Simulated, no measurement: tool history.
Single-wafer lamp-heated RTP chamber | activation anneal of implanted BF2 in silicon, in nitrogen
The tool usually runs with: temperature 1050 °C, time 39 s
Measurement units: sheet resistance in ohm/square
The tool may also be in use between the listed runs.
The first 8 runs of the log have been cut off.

run	hour	temperature	time	wafers since the last listed run	wafers since the last pyrometer calibration	wafers since the reflector plate was cleaned	hours since the gauge calibration	read-back reference wafer on the same gauge, sheet resistance	sheet resistance
9	644.9	1050	33	1070	1144	5317	636.4	277.06	250.17
10	903.4	1050	33	3413	4557	8730	894.9	276.71	249.68
11	968.5	1050	33	859	5416	9589	960	276.91	250.44
12	1029	1050	39	798	6215	10388	1020.5	277.23	247.85
# hour 1057.6: reflector plate cleaned
13	1096	1050	39	779	6994	506	1087.5	277.13	248.64
# hour 1149.5: pyrometer window cleaned and pyrometer calibrated
14	1167.4	1050	39	837	236	1344	1158.9	276.73	249.7
15	1204.4	1050	39	488	725	1832	1195.9	276.85	249.33
16	1311.1	1050	39	1408	2134	3241	1302.6	276.84	248.44
17	1384.7	1050	33	971	3105	4213	1376.2	277.12	250.21
# hour 1420.5: gauge calibrated
18	1458.2	1032	58	970	4076	5183	37.7	276.97	246.97
19	1544	1050	39	1132	5209	6316	123.5	276.95	247.72
20	1622.9	1023	31	1041	6250	7358	202.4	276.94	258.46
# hour 1656.3: pyrometer window cleaned and pyrometer calibrated
21	1706.9	1069	39	1003	667	8361	286.4	277.16	246.84
22	1752.5	1042	57	602	1269	8963	332	277.08	245.18
23	1856	1050	22	1366	2636	10330	435.5	276.95	254.33
24	1930.5	1024	30	983	3620	11313	510	276.96	257.96
25	1986.3	1050	39	736	4356	12050	565.8	277.12	247.99
26	2029.8	1050	39	574	4931	12625	609.3	277.05	247.27
# hour 2113.3: reflector plate cleaned
# hour 2135.6: pyrometer window cleaned and pyrometer calibrated
27	2300.8	1027	55	3366	2181	2370	880.3	276.98	251.31
28	2365	1050	39	847	3029	3217	944.5	276.75	248.37
29	2470.4	1034	32	1391	4420	4609	1049.9	277.06	253.5
30	2570.8	1050	39	1325	5746	5935	1150.3	276.96	247.68
31	2661.3	1041	26	1194	6941	7129	1240.8	277.06	253.98
# hour 2672.6: gauge calibrated
# hour 2722.1: pyrometer window cleaned and pyrometer calibrated
32	2722.6	1038	39	703	7	7833	50	276.74	253.14

What if the next run were any one of these 5? Each begins from the tool's condition after run 32:
A	2723	1050	48	5	12	7839	50.4	?	?
B	2723	1074	18	5	12	7839	50.4	?	?
C	2723	1035	39	5	12	7839	50.4	?	?
D	2723	1071	32	5	12	7839	50.4	?	?
E	2723	1050	32	5	12	7839	50.4	?	?

run	read-back reference wafer on the same gauge, sheet resistance	sheet resistance
A	276.99	246.99
B	276.99	253.68
C	276.99	253.84
D	276.99	248.95
E	276.99	251.75
Take away the tool's hidden state, keep each run's random variation, and the runs would have read:
run	sheet resistance
A	249.09
B	255.51
C	258.22
D	249.94
E	254.25
